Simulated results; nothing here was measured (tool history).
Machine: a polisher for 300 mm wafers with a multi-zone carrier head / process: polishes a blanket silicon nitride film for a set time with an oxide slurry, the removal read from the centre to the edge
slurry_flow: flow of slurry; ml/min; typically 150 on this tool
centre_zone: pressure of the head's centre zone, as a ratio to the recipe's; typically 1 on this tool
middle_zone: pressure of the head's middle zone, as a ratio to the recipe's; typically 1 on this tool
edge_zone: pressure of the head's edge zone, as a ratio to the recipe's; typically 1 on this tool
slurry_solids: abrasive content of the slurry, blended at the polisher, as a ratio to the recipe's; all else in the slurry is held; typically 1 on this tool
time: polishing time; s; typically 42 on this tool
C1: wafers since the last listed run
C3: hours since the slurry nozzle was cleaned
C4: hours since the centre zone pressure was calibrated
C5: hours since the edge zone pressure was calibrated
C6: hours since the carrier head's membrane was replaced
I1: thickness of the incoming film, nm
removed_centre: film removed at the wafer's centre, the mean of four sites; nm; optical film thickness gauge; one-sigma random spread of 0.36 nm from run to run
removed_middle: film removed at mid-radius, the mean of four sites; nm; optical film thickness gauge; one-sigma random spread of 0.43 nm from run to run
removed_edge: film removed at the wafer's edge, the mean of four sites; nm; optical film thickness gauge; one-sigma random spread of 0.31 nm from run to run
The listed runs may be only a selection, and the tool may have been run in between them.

{"run": 1, "day": 0.0, "slurry_flow": 150, "centre_zone": 1, "middle_zone": 1, "edge_zone": 1, "slurry_solids": 1, "time": 42, "C1": 0, "wafers polished on this pad": 868, "C3": 296.4, "C4": 518.3, "C5": 389.9, "C6": 281.1, "I1": 534.8, "removed_centre": 36.9, "removed_middle": 36, "removed_edge": 35.6}
{"day": 2.238, "done": "edge zone pressure recalibrated"}
{"day": 2.462, "done": "slurry nozzle cleaned"}
{"day": 7.354, "done": "worn pad replaced by a new one"}
{"day": 8.975, "done": "centre zone pressure recalibrated"}
{"run": 2, "day": 10.771, "slurry_flow": 150, "centre_zone": 1, "middle_zone": 1, "edge_zone": 1, "slurry_solids": 1, "time": 42, "C1": 1770, "wafers polished on this pad": 567, "C3": 199.4, "C4": 43.1, "C5": 204.8, "C6": 539.6, "I1": 527.8, "removed_centre": 37.6, "removed_middle": 36.6, "removed_edge": 37.5}
{"run": 3, "day": 13.538, "slurry_flow": 150, "centre_zone": 1, "middle_zone": 1, "edge_zone": 1, "slurry_solids": 1, "time": 42, "C1": 471, "wafers polished on this pad": 1039, "C3": 265.8, "C4": 109.5, "C5": 271.2, "C6": 606, "I1": 539.1, "removed_centre": 36.3, "removed_middle": 35.3, "removed_edge": 35.8}
{"day": 15.804, "done": "slurry nozzle cleaned"}
{"run": 4, "day": 16.8, "slurry_flow": 150, "centre_zone": 1, "middle_zone": 1, "edge_zone": 0.97, "slurry_solids": 1, "time": 42, "C1": 548, "wafers polished on this pad": 1587, "C3": 23.9, "C4": 187.8, "C5": 349.5, "C6": 684.3, "I1": 540.7, "removed_centre": 36.4, "removed_middle": 35.9, "removed_edge": 35.2}
{"day": 20.883, "done": "worn pad replaced by a new one"}
{"run": 5, "day": 20.988, "slurry_flow": 150, "centre_zone": 1, "middle_zone": 1, "edge_zone": 0.97, "slurry_solids": 1, "time": 42, "C1": 684, "wafers polished on this pad": 17, "C3": 124.4, "C4": 288.3, "C5": 450, "C6": 784.8, "I1": 533.9, "removed_centre": 38.9, "removed_middle": 38.1, "removed_edge": 37.2}
{"day": 21.879, "done": "carrier head's membrane replaced by a new one"}
{"day": 23.088, "done": "edge zone pressure recalibrated"}
{"run": 6, "day": 23.858, "slurry_flow": 150, "centre_zone": 1, "middle_zone": 1, "edge_zone": 0.97, "slurry_solids": 1, "time": 42, "C1": 439, "wafers polished on this pad": 456, "C3": 193.3, "C4": 357.2, "C5": 18.5, "C6": 47.5, "I1": 540.1, "removed_centre": 38.5, "removed_middle": 37, "removed_edge": 36.4}
{"run": 7, "day": 26.554, "slurry_flow": 150, "centre_zone": 1, "middle_zone": 1, "edge_zone": 0.92, "slurry_solids": 1, "time": 42, "C1": 459, "wafers polished on this pad": 915, "C3": 258, "C4": 421.9, "C5": 83.2, "C6": 112.2, "I1": 540.5, "removed_centre": 36.4, "removed_middle": 35.9, "removed_edge": 34.3}
{"day": 29.625, "done": "slurry nozzle cleaned"}
{"run": 8, "day": 30.504, "slurry_flow": 150, "centre_zone": 1, "middle_zone": 1, "edge_zone": 0.92, "slurry_solids": 1, "time": 42, "C1": 665, "wafers polished on this pad": 1581, "C3": 21.1, "C4": 516.7, "C5": 178, "C6": 207, "I1": 534.7, "removed_centre": 37.3, "removed_middle": 35.9, "removed_edge": 34.4}
{"run": 9, "day": 33.042, "slurry_flow": 150, "centre_zone": 1, "middle_zone": 1, "edge_zone": 0.92, "slurry_solids": 1, "time": 42, "C1": 432, "wafers polished on this pad": 2013, "C3": 82, "C4": 577.6, "C5": 238.9, "C6": 267.9, "I1": 541.5, "removed_centre": 36, "removed_middle": 34.9, "removed_edge": 33.1}
{"day": 33.771, "done": "worn pad replaced by a new one"}
{"run": 10, "day": 36.458, "slurry_flow": 150, "centre_zone": 1, "middle_zone": 1, "edge_zone": 1, "slurry_solids": 1, "time": 34, "C1": 553, "wafers polished on this pad": 457, "C3": 164, "C4": 659.6, "C5": 320.9, "C6": 349.9, "I1": 540.3, "removed_centre": 31.1, "removed_middle": 29.8, "removed_edge": 30.9}
{"run": 11, "day": 39.712, "slurry_flow": 150, "centre_zone": 1, "middle_zone": 1, "edge_zone": 1, "slurry_solids": 1, "time": 42, "C1": 554, "wafers polished on this pad": 1011, "C3": 242.1, "C4": 737.7, "C5": 399, "C6": 428, "I1": 547.8, "removed_centre": 36.9, "removed_middle": 36.5, "removed_edge": 36}
{"day": 40.992, "done": "centre zone pressure recalibrated"}
{"run": 12, "day": 42.262, "slurry_flow": 150, "centre_zone": 1, "middle_zone": 1, "edge_zone": 1, "slurry_solids": 1, "time": 42, "C1": 420, "wafers polished on this pad": 1431, "C3": 303.3, "C4": 30.5, "C5": 460.2, "C6": 489.2, "I1": 543.8, "removed_centre": 35.9, "removed_middle": 34.7, "removed_edge": 35.1}
{"day": 42.546, "done": "slurry nozzle cleaned"}
{"day": 43.417, "done": "edge zone pressure recalibrated"}
{"run": 13, "day": 44.788, "slurry_flow": 125, "centre_zone": 1.06, "middle_zone": 1, "edge_zone": 1, "slurry_solids": 1.15, "time": 42, "C1": 408, "wafers polished on this pad": 1840, "C3": 53.8, "C4": 91.1, "C5": 32.9, "C6": 549.8, "I1": 546.5, "removed_centre": 38.3, "removed_middle": 35.4, "removed_edge": 36}
{"day": 46.871, "done": "worn pad replaced by a new one"}
{"run": 14, "day": 46.892, "slurry_flow": 150, "centre_zone": 1, "middle_zone": 1, "edge_zone": 1, "slurry_solids": 1, "time": 42, "C1": 329, "wafers polished on this pad": 3, "C3": 104.3, "C4": 141.6, "C5": 83.4, "C6": 600.3, "I1": 541.6, "removed_centre": 39.7, "removed_middle": 38.7, "removed_edge": 38.2}
{"run": 15, "day": 49.546, "slurry_flow": 135, "centre_zone": 0.95, "middle_zone": 0.96, "edge_zone": 0.96, "slurry_solids": 1, "time": 42, "C1": 451, "wafers polished on this pad": 455, "C3": 168, "C4": 205.3, "C5": 147.1, "C6": 664, "I1": 528.3, "removed_centre": 35.3, "removed_middle": 35.8, "removed_edge": 36.5}
{"run": 16, "day": 52.729, "slurry_flow": 150, "centre_zone": 1.07, "middle_zone": 0.94, "edge_zone": 1, "slurry_solids": 1, "time": 42, "C1": 542, "wafers polished on this pad": 997, "C3": 244.4, "C4": 281.7, "C5": 223.5, "C6": 740.4, "I1": 540.1, "removed_centre": 39.2, "removed_middle": 34.8, "removed_edge": 36.3}
{"run": 17, "day": 55.458, "slurry_flow": 135, "centre_zone": 1, "middle_zone": 0.92, "edge_zone": 1, "slurry_solids": 1, "time": 42, "C1": 464, "wafers polished on this pad": 1462, "C3": 309.9, "C4": 347.2, "C5": 289, "C6": 805.9, "I1": 540.7, "removed_centre": 34.4, "removed_middle": 31.3, "removed_edge": 34.4}
{"day": 58.85, "done": "slurry nozzle cleaned"}
{"run": 18, "day": 59.717, "slurry_flow": 190, "centre_zone": 1.08, "middle_zone": 0.91, "edge_zone": 1, "slurry_solids": 1, "time": 42, "C1": 718, "wafers polished on this pad": 2180, "C3": 20.8, "C4": 449.4, "C5": 391.2, "C6": 908.1, "I1": 547.8, "removed_centre": 41, "removed_middle": 34.6, "removed_edge": 36.3}
{"day": 60.729, "done": "worn pad replaced by a new one"}
{"run": 19, "day": 62.383, "slurry_flow": 170, "centre_zone": 1, "middle_zone": 1, "edge_zone": 1, "slurry_solids": 0.85, "time": 42, "C1": 425, "wafers polished on this pad": 281, "C3": 84.8, "C4": 513.4, "C5": 455.2, "C6": 972.1, "I1": 536.1, "removed_centre": 37.8, "removed_middle": 36.1, "removed_edge": 36.6}
{"day": 62.767, "done": "carrier head's membrane replaced by a new one"}
{"day": 63.15, "done": "edge zone pressure recalibrated"}
{"run": 20, "day": 64.817, "slurry_flow": 180, "centre_zone": 1, "middle_zone": 1, "edge_zone": 1, "slurry_solids": 1.25, "time": 38, "C1": 364, "wafers polished on this pad": 646, "C3": 143.2, "C4": 571.8, "C5": 40, "C6": 49.2, "I1": 540.8, "removed_centre": 38.1, "removed_middle": 37, "removed_edge": 36.3}

Below are 3 alternative next runs, each starting from the tool's condition after run 20. Predict each:
{"run": "A", "day": 64.833, "slurry_flow": 150, "centre_zone": 1, "middle_zone": 1, "edge_zone": 0.9, "slurry_solids": 1, "time": 42, "C1": 2, "wafers polished on this pad": 648, "C3": 143.6, "C4": 572.2, "C5": 40.4, "C6": 49.6, "I1": 544.9, "removed_centre": "?", "removed_middle": "?", "removed_edge": "?"}
{"run": "B", "day": 64.833, "slurry_flow": 110, "centre_zone": 0.9, "middle_zone": 1, "edge_zone": 0.95, "slurry_solids": 1, "time": 42, "C1": 2, "wafers polished on this pad": 648, "C3": 143.6, "C4": 572.2, "C5": 40.4, "C6": 49.6, "I1": 544.9, "removed_centre": "?", "removed_middle": "?", "removed_edge": "?"}
{"run": "C", "day": 64.833, "slurry_flow": 150, "centre_zone": 1, "middle_zone": 0.96, "edge_zone": 1, "slurry_solids": 0.85, "time": 32, "C1": 2, "wafers polished on this pad": 648, "C3": 143.6, "C4": 572.2, "C5": 40.4, "C6": 49.6, "I1": 544.9, "removed_centre": "?", "removed_middle": "?", "removed_edge": "?"}

run=A removed_centre=37.9 removed_middle=36.8 removed_edge=34.9
run=B removed_centre=31 removed_middle=33.9 removed_edge=33.8
run=C removed_centre=27.4 removed_middle=25.7 removed_edge=26.6
The same runs, with their run-to-run variation unchanged, on a tool lacking any hidden condition would have given:
run=A removed_centre=40.3 removed_middle=39.1 removed_edge=37
run=B removed_centre=33.1 removed_middle=36.1 removed_edge=35.9
run=C removed_centre=29.1 removed_middle=27.3 removed_edge=28.1

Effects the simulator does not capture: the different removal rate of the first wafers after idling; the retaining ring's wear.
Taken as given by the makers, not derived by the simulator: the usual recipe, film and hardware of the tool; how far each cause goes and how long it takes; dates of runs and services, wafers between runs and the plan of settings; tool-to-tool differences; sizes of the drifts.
